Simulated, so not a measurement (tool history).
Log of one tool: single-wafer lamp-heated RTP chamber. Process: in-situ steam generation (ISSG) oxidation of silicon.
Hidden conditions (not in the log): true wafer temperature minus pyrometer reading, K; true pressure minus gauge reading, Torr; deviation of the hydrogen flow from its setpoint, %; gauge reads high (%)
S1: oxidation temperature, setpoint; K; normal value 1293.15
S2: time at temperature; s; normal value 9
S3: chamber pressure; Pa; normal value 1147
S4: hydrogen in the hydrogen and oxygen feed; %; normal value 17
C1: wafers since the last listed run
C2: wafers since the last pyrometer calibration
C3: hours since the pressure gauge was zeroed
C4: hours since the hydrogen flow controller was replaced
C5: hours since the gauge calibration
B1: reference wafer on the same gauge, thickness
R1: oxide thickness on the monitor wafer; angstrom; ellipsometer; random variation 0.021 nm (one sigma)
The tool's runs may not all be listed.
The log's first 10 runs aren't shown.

run    hour       S1  S2    S3  S4   C1    C2      C3     C4      C5     B1     R1
 11   483.8  1293.15   9  1147  17  503  1301  2991.6   84.8   779.7  3.820  38.92
 12   510.8  1293.15   9  1147  17  210  1512  3018.6  111.8   806.7  3.820  39.17
 13   548.4  1293.15   9  1147  17  293  1806  3056.2  149.4   844.3  3.810  39.42
      599.2  -- pyrometer window cleaned and pyrometer calibrated
 14   599.7  1293.15   9  1147  17  338     4  3107.5  200.7   895.6  3.817  38.71
 15   624.1  1293.15   9  1147  11  190   194  3131.9  225.1   920.0  3.820  35.01
 16   657.2  1276.15   9  1013  17  258   453  3165.0  258.2   953.1  3.820  36.52
 17   697.0  1293.15   6   947  17  310   764  3204.8  298.0   992.9  3.827  32.71
 18   746.1  1293.15   9  1147  17  383  1147  3253.9  347.1  1042.0  3.829  38.99
 19   772.3  1293.15  10  1227  17  204  1352  3280.1  373.3  1068.2  3.812  41.02
 20   837.6  1293.15   6  1147  12  510  1862  3345.4  438.6  1133.5  3.823  30.05
 21   868.8  1293.15  11  1147  17  243  2106  3376.6  469.8  1164.7  3.820  43.53
 22   896.5  1293.15   9  1147  17  216  2323  3404.3  497.5  1192.4  3.819  40.01
      916.3  -- pyrometer window cleaned and pyrometer calibrated
 23   930.7  1282.15   9  1147  17  204   112  3438.5  531.7  1226.6  3.825  36.92
     1030.6  -- pressure gauge zeroed
     1038.2  -- gauge calibrated
 24  1038.5  1293.15   6   960  26  779   892     7.9  639.5     0.3  3.820  36.39
 25  1068.1  1293.15   9  1147  17  231  1123    37.5  669.1    29.9  3.817  39.33
 26  1111.9  1310.15   9  1253  17  342  1466    81.3  712.9    73.7  3.817  41.79
 27  1155.1  1312.15   8  1280  11  337  1803   124.5  756.1   116.9  3.812  35.76
 28  1219.7  1293.15   9  1147  17  504  2308   189.1  820.7   181.5  3.821  39.90
     1238.4  -- pyrometer window cleaned and pyrometer calibrated
 29  1290.1  1293.15   6   973  17  487   404   259.5  891.1   251.9  3.824  31.95
 30  1327.4  1303.15   9  1253  24  291   695   296.8  928.4   289.2  3.817  43.36
 31  1363.8  1281.15   6  1147  11  284   980   333.2  964.8   325.6  3.823  27.91

Forecast each of these 4 alternatives for the next run:
  A  1364.2  1293.15   9  1147  17   3  983  333.6  965.2  326.0   ?   ?
  B  1364.2  1293.15   6  1147  17   3  983  333.6  965.2  326.0   ?   ?
  C  1364.2  1281.15   7  1147  17   3  983  333.6  965.2  326.0   ?   ?
  D  1364.2  1279.15  10  1147  20   3  983  333.6  965.2  326.0   ?   ?

run     B1     R1
  A  3.817  38.58
  B  3.817  32.25
  C  3.817  33.22
  D  3.817  40.04
With the hidden condition removed and each run's random variation left untouched, the same runs would have given:
run     R1
  A  38.35
  B  32.09
  C  33.06
  D  39.82

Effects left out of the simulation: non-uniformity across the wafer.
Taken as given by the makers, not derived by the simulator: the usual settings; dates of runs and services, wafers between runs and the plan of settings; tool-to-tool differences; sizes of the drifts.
